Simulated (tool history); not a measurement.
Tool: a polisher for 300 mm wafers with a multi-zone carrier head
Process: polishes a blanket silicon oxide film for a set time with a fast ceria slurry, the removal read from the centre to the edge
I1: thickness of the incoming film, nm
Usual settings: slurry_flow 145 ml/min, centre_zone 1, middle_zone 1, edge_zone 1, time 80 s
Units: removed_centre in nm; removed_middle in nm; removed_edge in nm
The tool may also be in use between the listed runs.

{"run": 1, "hour": 0.0, "slurry_flow": 145, "centre_zone": 1, "middle_zone": 1, "edge_zone": 1, "time": 80, "I1": 3499.7, "removed_centre": 1355.8, "removed_middle": 1380.2, "removed_edge": 1393.4}
{"run": 2, "hour": 8.3, "slurry_flow": 145, "centre_zone": 1, "middle_zone": 1, "edge_zone": 1, "time": 80, "I1": 3451.6, "removed_centre": 1418.3, "removed_middle": 1389, "removed_edge": 1388}
{"hour": 40.7, "done": "slurry nozzle cleaned"}
{"run": 3, "hour": 42.3, "slurry_flow": 145, "centre_zone": 1, "middle_zone": 1, "edge_zone": 1, "time": 80, "I1": 3534.1, "removed_centre": 1366.1, "removed_middle": 1392.1, "removed_edge": 1423.3}
{"hour": 57.7, "done": "centre zone pressure recalibrated"}
{"run": 4, "hour": 60.3, "slurry_flow": 145, "centre_zone": 1, "middle_zone": 1, "edge_zone": 1, "time": 80, "I1": 3479.9, "removed_centre": 1321.3, "removed_middle": 1396.8, "removed_edge": 1401}
{"run": 5, "hour": 77.2, "slurry_flow": 145, "centre_zone": 1, "middle_zone": 1, "edge_zone": 1, "time": 80, "I1": 3456.5, "removed_centre": 1361, "removed_middle": 1373.2, "removed_edge": 1413.8}
{"run": 6, "hour": 88.8, "slurry_flow": 110, "centre_zone": 1.04, "middle_zone": 1, "edge_zone": 1, "time": 80, "I1": 3526.3, "removed_centre": 1296.2, "removed_middle": 1317.1, "removed_edge": 1350.9}
{"run": 7, "hour": 98.2, "slurry_flow": 145, "centre_zone": 1, "middle_zone": 1, "edge_zone": 1, "time": 80, "I1": 3505.9, "removed_centre": 1396.4, "removed_middle": 1395, "removed_edge": 1440.5}
{"run": 8, "hour": 111.0, "slurry_flow": 170, "centre_zone": 1.04, "middle_zone": 1, "edge_zone": 0.9, "time": 100, "I1": 3576.8, "removed_centre": 1855.2, "removed_middle": 1795.6, "removed_edge": 1699}
{"run": 9, "hour": 120.8, "slurry_flow": 160, "centre_zone": 1, "middle_zone": 1, "edge_zone": 1, "time": 98, "I1": 3500.4, "removed_centre": 1720.5, "removed_middle": 1772.4, "removed_edge": 1752.2}
{"run": 10, "hour": 136.4, "slurry_flow": 145, "centre_zone": 1, "middle_zone": 0.95, "edge_zone": 1, "time": 80, "I1": 3555.8, "removed_centre": 1359, "removed_middle": 1354.2, "removed_edge": 1391.8}
{"hour": 139.4, "done": "edge zone pressure recalibrated"}
{"hour": 147.0, "done": "worn pad replaced by a new one"}
{"run": 11, "hour": 147.5, "slurry_flow": 145, "centre_zone": 1, "middle_zone": 1, "edge_zone": 1.04, "time": 80, "I1": 3505.8, "removed_centre": 1409, "removed_middle": 1385.1, "removed_edge": 1431.4}
{"run": 12, "hour": 161.6, "slurry_flow": 145, "centre_zone": 0.9, "middle_zone": 0.95, "edge_zone": 1, "time": 66, "I1": 3501.3, "removed_centre": 999.3, "removed_middle": 1078.9, "removed_edge": 1156.7}
{"run": 13, "hour": 174.5, "slurry_flow": 145, "centre_zone": 0.96, "middle_zone": 1, "edge_zone": 1, "time": 67, "I1": 3507.7, "removed_centre": 1125, "removed_middle": 1160.5, "removed_edge": 1174.4}
{"hour": 190.4, "done": "carrier head's membrane replaced by a new one"}
{"run": 14, "hour": 190.9, "slurry_flow": 145, "centre_zone": 0.88, "middle_zone": 1.05, "edge_zone": 1, "time": 80, "I1": 3510.4, "removed_centre": 1195.5, "removed_middle": 1442.8, "removed_edge": 1445.4}
{"run": 15, "hour": 194.8, "slurry_flow": 100, "centre_zone": 0.89, "middle_zone": 0.9, "edge_zone": 1, "time": 96, "I1": 3525.6, "removed_centre": 1328, "removed_middle": 1417, "removed_edge": 1593.7}
{"run": 16, "hour": 204.2, "slurry_flow": 145, "centre_zone": 0.89, "middle_zone": 1, "edge_zone": 0.92, "time": 80, "I1": 3574.3, "removed_centre": 1232.7, "removed_middle": 1404.9, "removed_edge": 1356.1}
{"run": 17, "hour": 212.2, "slurry_flow": 145, "centre_zone": 1.07, "middle_zone": 1.05, "edge_zone": 0.9, "time": 101, "I1": 3444.7, "removed_centre": 1884.1, "removed_middle": 1826.7, "removed_edge": 1674}
{"run": 18, "hour": 222.8, "slurry_flow": 145, "centre_zone": 0.9, "middle_zone": 0.95, "edge_zone": 1, "time": 66, "I1": 3514.6, "removed_centre": 1024.8, "removed_middle": 1087.4, "removed_edge": 1147.8}
{"run": 19, "hour": 230.9, "slurry_flow": 165, "centre_zone": 1.07, "middle_zone": 1, "edge_zone": 1.08, "time": 90, "I1": 3531.8, "removed_centre": 1683.3, "removed_middle": 1579.3, "removed_edge": 1663.7}
{"run": 20, "hour": 247.7, "slurry_flow": 165, "centre_zone": 1.07, "middle_zone": 1, "edge_zone": 1.08, "time": 90, "I1": 3504.1, "removed_centre": 1725.3, "removed_middle": 1593.5, "removed_edge": 1681.9}
{"hour": 257.1, "done": "slurry nozzle cleaned"}
{"run": 21, "hour": 258.8, "slurry_flow": 190, "centre_zone": 1, "middle_zone": 1, "edge_zone": 1, "time": 80, "I1": 3545.4, "removed_centre": 1469.5, "removed_middle": 1452.4, "removed_edge": 1454.9}
{"run": 22, "hour": 273.9, "slurry_flow": 145, "centre_zone": 0.95, "middle_zone": 1.12, "edge_zone": 1, "time": 58, "I1": 3490.2, "removed_centre": 935.8, "removed_middle": 1104, "removed_edge": 1030.9}
{"run": 23, "hour": 283.4, "slurry_flow": 145, "centre_zone": 0.91, "middle_zone": 1.03, "edge_zone": 0.96, "time": 91, "I1": 3507.4, "removed_centre": 1415.1, "removed_middle": 1645.4, "removed_edge": 1575.2}

3 ways to go on from here, each from the tool as it stands after run 23. What would each give?
{"run": "A", "hour": 283.9, "slurry_flow": 145, "centre_zone": 1, "middle_zone": 1, "edge_zone": 1, "time": 80, "I1": 3516.6, "removed_centre": "?", "removed_middle": "?", "removed_edge": "?"}
{"run": "B", "hour": 283.9, "slurry_flow": 145, "centre_zone": 1.03, "middle_zone": 1, "edge_zone": 1.12, "time": 80, "I1": 3516.6, "removed_centre": "?", "removed_middle": "?", "removed_edge": "?"}
{"run": "C", "hour": 283.9, "slurry_flow": 145, "centre_zone": 1.09, "middle_zone": 1, "edge_zone": 1.07, "time": 80, "I1": 3516.6, "removed_centre": "?", "removed_middle": "?", "removed_edge": "?"}

run=A removed_centre=1364.7 removed_middle=1402.8 removed_edge=1392
run=B removed_centre=1406 removed_middle=1402.4 removed_edge=1472.6
run=C removed_centre=1488.5 removed_middle=1402 removed_edge=1439
Without the tool's hidden state the same runs would have given:
run=A removed_centre=1364.7 removed_middle=1402.8 removed_edge=1392
run=B removed_centre=1406 removed_middle=1402.4 removed_edge=1472.6
run=C removed_centre=1488.5 removed_middle=1402 removed_edge=1439
